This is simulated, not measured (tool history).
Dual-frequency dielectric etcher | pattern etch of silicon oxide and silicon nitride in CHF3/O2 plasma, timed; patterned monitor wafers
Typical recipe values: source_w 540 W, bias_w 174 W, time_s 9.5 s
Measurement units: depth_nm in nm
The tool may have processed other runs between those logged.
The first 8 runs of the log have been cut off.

run,hour,source_w,bias_w,time_s,wafers since the last listed run,hours since the last wet clean,hours since the last source power generator calibration,hours since the last bias power generator calibration,hours since the last upper electrode change,hours since the gauge calibration,"read-back reference wafer on the same gauge, depth_nm",depth_nm
9,97.9,620,141,7.0,304,307.1,56.7,74.7,4742.4,18.7,12.10,10.03
10,111.0,580,142,8.5,227,320.2,69.8,87.8,4755.5,31.8,12.09,12.11
11,126.6,480,174,9.5,271,335.8,85.4,103.4,4771.1,47.4,12.10,13.87
# hour 152.4: wet clean of the chamber
12,152.9,540,174,9.5,39,0.5,111.7,129.7,4797.4,73.7,12.10,13.54
13,153.2,540,174,9.5,5,0.8,112.0,130.0,4797.7,74.0,12.09,13.72
14,163.0,540,149,7.5,170,10.6,121.8,139.8,4807.5,83.8,12.10,10.23
15,173.5,670,196,9.5,182,21.1,132.3,150.3,4818.0,94.3,12.08,15.08
16,189.8,540,174,9.5,283,37.4,148.6,166.6,4834.3,110.6,12.09,13.69
# hour 218.4: upper electrode replaced
17,218.9,540,174,9.5,88,66.5,177.7,195.7,0.5,139.7,12.10,13.86
18,219.2,540,174,9.5,5,66.8,178.0,196.0,0.8,140.0,12.10,13.84
19,229.5,540,174,8.0,179,77.1,188.3,206.3,11.1,150.3,12.11,11.62
20,244.5,540,206,9.5,260,92.1,203.3,221.3,26.1,165.3,12.09,14.86
21,255.0,650,139,6.5,182,102.6,213.8,231.8,36.6,175.8,12.10,9.06
22,265.9,640,202,7.0,189,113.5,224.7,242.7,47.5,186.7,12.10,11.21
23,279.8,640,210,12.5,241,127.4,238.6,256.6,61.4,200.6,12.09,20.43
24,295.7,490,174,9.5,276,143.3,254.5,272.5,77.3,216.5,12.09,13.66
25,303.6,400,195,9.5,137,151.2,262.4,280.4,85.2,224.4,12.12,13.66
26,311.0,480,157,12.5,128,158.6,269.8,287.8,92.6,231.8,12.11,17.34
27,317.8,400,174,11.0,118,165.4,276.6,294.6,99.4,238.6,12.09,15.24
28,327.8,650,174,8.5,173,175.4,286.6,304.6,109.4,248.6,12.11,13.07
29,338.1,400,195,9.5,179,185.7,296.9,314.9,119.7,258.9,12.10,13.89
30,355.3,620,174,8.0,298,202.9,314.1,332.1,136.9,276.1,12.09,12.30

Forecast each of these 4 alternatives for the next run:
A,355.7,540,174,9.5,6,203.3,314.5,332.5,137.3,276.5,?,?
B,355.7,640,152,6.5,6,203.3,314.5,332.5,137.3,276.5,?,?
C,355.7,580,174,9.5,6,203.3,314.5,332.5,137.3,276.5,?,?
D,355.7,540,174,8.5,6,203.3,314.5,332.5,137.3,276.5,?,?

run,"read-back reference wafer on the same gauge, depth_nm",depth_nm
A,12.09,13.96
B,12.09,9.44
C,12.09,14.18
D,12.09,12.49
Without the tool's unlogged condition, the same runs would have read:
run,depth_nm
A,13.60
B,9.20
C,13.82
D,12.17
